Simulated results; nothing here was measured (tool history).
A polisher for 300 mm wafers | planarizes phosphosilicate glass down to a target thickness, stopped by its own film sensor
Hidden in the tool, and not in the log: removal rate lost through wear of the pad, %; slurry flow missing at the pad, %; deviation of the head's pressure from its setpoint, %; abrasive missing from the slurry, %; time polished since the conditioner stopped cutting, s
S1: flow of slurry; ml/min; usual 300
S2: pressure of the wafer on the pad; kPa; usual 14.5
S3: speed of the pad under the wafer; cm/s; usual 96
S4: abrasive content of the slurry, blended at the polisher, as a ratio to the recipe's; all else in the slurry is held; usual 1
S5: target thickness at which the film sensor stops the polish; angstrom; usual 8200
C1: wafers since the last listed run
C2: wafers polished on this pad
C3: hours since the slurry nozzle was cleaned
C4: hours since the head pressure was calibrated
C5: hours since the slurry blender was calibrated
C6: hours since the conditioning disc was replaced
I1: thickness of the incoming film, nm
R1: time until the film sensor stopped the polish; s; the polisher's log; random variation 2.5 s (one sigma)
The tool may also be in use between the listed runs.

run    hour   S1    S2   S3    S4    S5   C1    C2     C3     C4     C5     C6      I1     R1
  1       0  300  14.5   96     1  8200    0  1167  264.6  203.7  153.3  131.2  1443.9  155.1
  2    30.8  300  14.5   96     1  8200  168  1336  295.4  234.5  184.1    162  1431.1  148.9
       36.4  -- worn pad replaced by a new one
       76.1  -- conditioning disc replaced and pad reconditioned
       98.9  -- slurry blender recalibrated
  3    99.2  300  14.5   96     1  8200  330   322  363.8  302.9    0.3   23.1    1394  147.7
  4   170.6  300  14.5   96     1  8200  391   713  435.2  374.3   71.7   94.5    1409  153.1
  5   215.4  300  11.7   96     1  8200  245   958    480  419.1  116.5  139.3  1433.7  194.1
  6   241.2  300  14.5   96     1  8200  141  1100  505.8  444.9  142.3  165.1  1420.8  157.9
      267.4  -- worn pad replaced by a new one
  7   293.1  300  14.5   96     1  8200  262   140  557.7  496.8  194.2    217    1434  158.1
        301  -- slurry blender recalibrated
      331.8  -- conditioning disc replaced and pad reconditioned
  8   355.1  300  14.5  110     1  8200  317   458  619.7  558.8   54.1   23.3  1406.7  137.1
  9   416.2  300  14.5  110     1  8200  334   793  680.8  619.9  115.2   84.4  1403.4  138.2
 10   447.1  300  17.2   96     1  8200  169   962  711.7  650.8  146.1  115.3  1434.3  137.4
      482.1  -- worn pad replaced by a new one
 11   517.7  300  17.2   96     1  8200  364   194  782.3  721.4  216.7  185.9  1395.9  132.1
      521.6  -- slurry blender recalibrated
      543.7  -- conditioning disc replaced and pad reconditioned
 12   568.6  300  11.7   96     1  8200  256   451  833.2  772.3     47   24.9  1421.2  205.2
 13   638.5  225  14.5   96     1  8200  382   834  903.1  842.2  116.9   94.8    1415  159.4
      647.1  -- slurry nozzle cleaned
 14   676.7  300  14.5   96     1  8200  203  1038   29.6  880.4  155.1    133  1422.8  166.3
      710.4  -- head pressure recalibrated
      723.1  -- slurry blender recalibrated
 15   742.1  300  13.1   96     1  8200  336  1375     95   31.7     19  198.4  1439.6  156.4
      754.7  -- worn pad replaced by a new one
 16   795.7  300  14.5   96   1.1  7560  271   224  148.6   85.3   72.6    252  1428.7  160.2
      803.1  -- conditioning disc replaced and pad reconditioned
 17     851  300  11.7   96     1  8200  292   516  203.9  140.6  127.9   47.9  1431.2    182
 18   879.2  300  14.5   84     1  8200  154   671  232.1  168.8  156.1   76.1    1408  161.4
 19   910.2  300  17.9   84     1  7330  169   841  263.1  199.8  187.1  107.1  1398.8  146.4
      938.7  -- slurry blender recalibrated
 20   980.7  250  14.5   96     1  8200  375  1216  333.6  270.3     42  177.6  1422.4    153
     1029.6  -- worn pad replaced by a new one
 21  1031.4  300  14.5   96     1  8200  255    10  384.3    321   92.7  228.3  1444.3    159
     1050.6  -- conditioning disc replaced and pad reconditioned
 22  1084.4  300  10.3   96  0.75  9620  279   289  437.3    374  145.7   33.8  1420.8  181.7
 23  1150.8  300  17.2   96   0.9  8200  363   653  503.7  440.4  212.1  100.2  1421.3  135.5

3 ways to go on from here, each from the tool as it stands after run 23. What would each give?
  A  1151.3  300  14.5   96     1  8200   2  655  504.2  440.9  212.6  100.7  1434.1   ?
  B  1151.3  300  15.9  118     1  9940   2  655  504.2  440.9  212.6  100.7  1434.1   ?
  C  1151.3  385  12.4   96  1.25  6220   2  655  504.2  440.9  212.6  100.7  1434.1   ?

run     R1
  A  159.9
  B   88.7
  C  221.7
Without the tool's hidden state the same runs would have given:
run     R1
  A  147.2
  B   81.6
  C    204
